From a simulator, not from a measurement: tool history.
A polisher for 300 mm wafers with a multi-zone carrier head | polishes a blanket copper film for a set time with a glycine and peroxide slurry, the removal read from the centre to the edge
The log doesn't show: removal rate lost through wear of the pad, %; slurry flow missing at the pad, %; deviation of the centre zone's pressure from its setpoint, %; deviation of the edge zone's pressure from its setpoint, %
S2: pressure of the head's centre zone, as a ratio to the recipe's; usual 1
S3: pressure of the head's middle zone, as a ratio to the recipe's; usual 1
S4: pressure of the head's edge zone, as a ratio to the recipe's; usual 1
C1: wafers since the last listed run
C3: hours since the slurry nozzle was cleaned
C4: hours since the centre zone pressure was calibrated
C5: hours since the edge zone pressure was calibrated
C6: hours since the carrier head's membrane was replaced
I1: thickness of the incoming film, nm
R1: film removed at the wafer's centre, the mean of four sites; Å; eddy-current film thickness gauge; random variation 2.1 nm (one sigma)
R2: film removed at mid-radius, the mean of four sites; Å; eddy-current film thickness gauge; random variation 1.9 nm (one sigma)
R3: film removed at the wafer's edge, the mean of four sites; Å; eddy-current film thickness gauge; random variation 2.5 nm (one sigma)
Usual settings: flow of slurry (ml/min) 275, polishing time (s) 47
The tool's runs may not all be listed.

{"run": 1, "hour": 0.0, "flow of slurry (ml/min)": 275, "S2": 1, "S3": 1, "S4": 0.9, "polishing time (s)": 47, "C1": 0, "wafers polished on this pad": 691, "C3": 458.9, "C4": 1056.4, "C5": 719.2, "C6": 594.3, "I1": 1832.7, "R1": 3071, "R2": 2667, "R3": 2579}
{"run": 2, "hour": 12.2, "flow of slurry (ml/min)": 275, "S2": 1, "S3": 1, "S4": 1, "polishing time (s)": 47, "C1": 84, "wafers polished on this pad": 775, "C3": 471.1, "C4": 1068.6, "C5": 731.4, "C6": 606.5, "I1": 1843.2, "R1": 3058, "R2": 2636, "R3": 2724}
{"hour": 30.5, "done": "worn pad replaced by a new one"}
{"run": 3, "hour": 34.3, "flow of slurry (ml/min)": 275, "S2": 1, "S3": 1, "S4": 1, "polishing time (s)": 47, "C1": 125, "wafers polished on this pad": 26, "C3": 493.2, "C4": 1090.7, "C5": 753.5, "C6": 628.6, "I1": 1824.4, "R1": 3039, "R2": 2676, "R3": 2769}
{"run": 4, "hour": 61.2, "flow of slurry (ml/min)": 275, "S2": 1, "S3": 1, "S4": 1, "polishing time (s)": 47, "C1": 187, "wafers polished on this pad": 213, "C3": 520.1, "C4": 1117.6, "C5": 780.4, "C6": 655.5, "I1": 1854.9, "R1": 3052, "R2": 2634, "R3": 2784}
{"run": 5, "hour": 74.0, "flow of slurry (ml/min)": 275, "S2": 1, "S3": 1.09, "S4": 1, "polishing time (s)": 47, "C1": 89, "wafers polished on this pad": 302, "C3": 532.9, "C4": 1130.4, "C5": 793.2, "C6": 668.3, "I1": 1806.2, "R1": 3033, "R2": 2879, "R3": 2768}
{"run": 6, "hour": 91.4, "flow of slurry (ml/min)": 275, "S2": 1.09, "S3": 1, "S4": 1, "polishing time (s)": 47, "C1": 121, "wafers polished on this pad": 423, "C3": 550.3, "C4": 1147.8, "C5": 810.6, "C6": 685.7, "I1": 1866.9, "R1": 3314, "R2": 2653, "R3": 2766}
{"run": 7, "hour": 123.4, "flow of slurry (ml/min)": 275, "S2": 1, "S3": 1, "S4": 1, "polishing time (s)": 47, "C1": 222, "wafers polished on this pad": 646, "C3": 582.3, "C4": 1179.8, "C5": 842.6, "C6": 717.7, "I1": 1798.4, "R1": 3039, "R2": 2648, "R3": 2710}
{"hour": 154.7, "done": "worn pad replaced by a new one"}
{"run": 8, "hour": 159.0, "flow of slurry (ml/min)": 275, "S2": 1, "S3": 1, "S4": 1, "polishing time (s)": 47, "C1": 219, "wafers polished on this pad": 29, "C3": 617.9, "C4": 1215.4, "C5": 878.2, "C6": 753.3, "I1": 1840, "R1": 3008, "R2": 2645, "R3": 2768}
{"hour": 175.9, "done": "slurry nozzle cleaned"}
{"run": 9, "hour": 185.9, "flow of slurry (ml/min)": 275, "S2": 1, "S3": 1, "S4": 1, "polishing time (s)": 47, "C1": 180, "wafers polished on this pad": 210, "C3": 10, "C4": 1242.3, "C5": 905.1, "C6": 780.2, "I1": 1838.2, "R1": 3014, "R2": 2671, "R3": 2768}
{"run": 10, "hour": 201.0, "flow of slurry (ml/min)": 275, "S2": 1, "S3": 1, "S4": 1, "polishing time (s)": 47, "C1": 105, "wafers polished on this pad": 315, "C3": 25.1, "C4": 1257.4, "C5": 920.2, "C6": 795.3, "I1": 1831.6, "R1": 3056, "R2": 2619, "R3": 2749}
{"hour": 226.9, "done": "edge zone pressure recalibrated"}
{"run": 11, "hour": 230.6, "flow of slurry (ml/min)": 190, "S2": 1.03, "S3": 1, "S4": 1, "polishing time (s)": 47, "C1": 192, "wafers polished on this pad": 507, "C3": 54.7, "C4": 1287, "C5": 3.7, "C6": 824.9, "I1": 1809.5, "R1": 3050, "R2": 2526, "R3": 2738}
{"run": 12, "hour": 268.7, "flow of slurry (ml/min)": 350, "S2": 1, "S3": 1, "S4": 1.11, "polishing time (s)": 47, "C1": 265, "wafers polished on this pad": 772, "C3": 92.8, "C4": 1325.1, "C5": 41.8, "C6": 863, "I1": 1835.5, "R1": 3126, "R2": 2721, "R3": 2969}
{"hour": 278.0, "done": "centre zone pressure recalibrated"}
{"hour": 287.1, "done": "worn pad replaced by a new one"}
{"run": 13, "hour": 287.6, "flow of slurry (ml/min)": 275, "S2": 1, "S3": 0.9, "S4": 1, "polishing time (s)": 38, "C1": 89, "wafers polished on this pad": 3, "C3": 111.7, "C4": 9.6, "C5": 60.7, "C6": 881.9, "I1": 1843.9, "R1": 2201, "R2": 1941, "R3": 2239}
{"hour": 308.5, "done": "carrier head's membrane replaced by a new one"}
{"run": 14, "hour": 309.0, "flow of slurry (ml/min)": 275, "S2": 1.05, "S3": 0.95, "S4": 0.97, "polishing time (s)": 47, "C1": 114, "wafers polished on this pad": 117, "C3": 133.1, "C4": 31, "C5": 82.1, "C6": 0.5, "I1": 1854.5, "R1": 2832, "R2": 2549, "R3": 2733}
{"run": 15, "hour": 322.1, "flow of slurry (ml/min)": 275, "S2": 0.97, "S3": 1, "S4": 0.88, "polishing time (s)": 36, "C1": 91, "wafers polished on this pad": 208, "C3": 146.2, "C4": 44.1, "C5": 95.2, "C6": 13.6, "I1": 1837, "R1": 2040, "R2": 2027, "R3": 1956}
{"run": 16, "hour": 345.8, "flow of slurry (ml/min)": 275, "S2": 1, "S3": 1, "S4": 1, "polishing time (s)": 47, "C1": 164, "wafers polished on this pad": 373, "C3": 169.9, "C4": 67.8, "C5": 118.9, "C6": 37.3, "I1": 1810.5, "R1": 2762, "R2": 2682, "R3": 2767}
{"run": 17, "hour": 375.1, "flow of slurry (ml/min)": 305, "S2": 1.03, "S3": 1, "S4": 1, "polishing time (s)": 47, "C1": 203, "wafers polished on this pad": 577, "C3": 199.2, "C4": 97.1, "C5": 148.2, "C6": 66.6, "I1": 1847.9, "R1": 2896, "R2": 2678, "R3": 2813}
{"hour": 392.9, "done": "worn pad replaced by a new one"}
{"run": 18, "hour": 393.4, "flow of slurry (ml/min)": 275, "S2": 1, "S3": 1, "S4": 1, "polishing time (s)": 47, "C1": 99, "wafers polished on this pad": 3, "C3": 217.5, "C4": 115.4, "C5": 166.5, "C6": 84.9, "I1": 1858.2, "R1": 2768, "R2": 2635, "R3": 2754}
{"run": 19, "hour": 410.3, "flow of slurry (ml/min)": 275, "S2": 1, "S3": 1, "S4": 0.93, "polishing time (s)": 34, "C1": 117, "wafers polished on this pad": 120, "C3": 234.4, "C4": 132.3, "C5": 183.4, "C6": 101.8, "I1": 1818.1, "R1": 1999, "R2": 1935, "R3": 1904}
{"run": 20, "hour": 431.3, "flow of slurry (ml/min)": 275, "S2": 1, "S3": 1.11, "S4": 1.06, "polishing time (s)": 47, "C1": 146, "wafers polished on this pad": 266, "C3": 255.4, "C4": 153.3, "C5": 204.4, "C6": 122.8, "I1": 1826.4, "R1": 2803, "R2": 2924, "R3": 2809}

The same runs without the tool's hidden state, with the same run-to-run variation:
run=1 R1=2767
run=2 R1=2754
run=3 R1=2736
run=4 R1=2745
run=5 R1=2727
run=6 R1=2981
run=7 R1=2730
run=8 R1=2700
run=9 R1=2704
run=10 R1=2741
run=11 R1=2735
run=12 R1=2801
run=13 R1=2227
run=14 R1=2850
run=15 R1=2046
run=16 R1=2755
run=17 R1=2871
run=18 R1=2733
run=19 R1=1967
run=20 R1=2747
R2: within 2 Å of the measured result in every run.
R3: within 1 Å of the measured result in every run.

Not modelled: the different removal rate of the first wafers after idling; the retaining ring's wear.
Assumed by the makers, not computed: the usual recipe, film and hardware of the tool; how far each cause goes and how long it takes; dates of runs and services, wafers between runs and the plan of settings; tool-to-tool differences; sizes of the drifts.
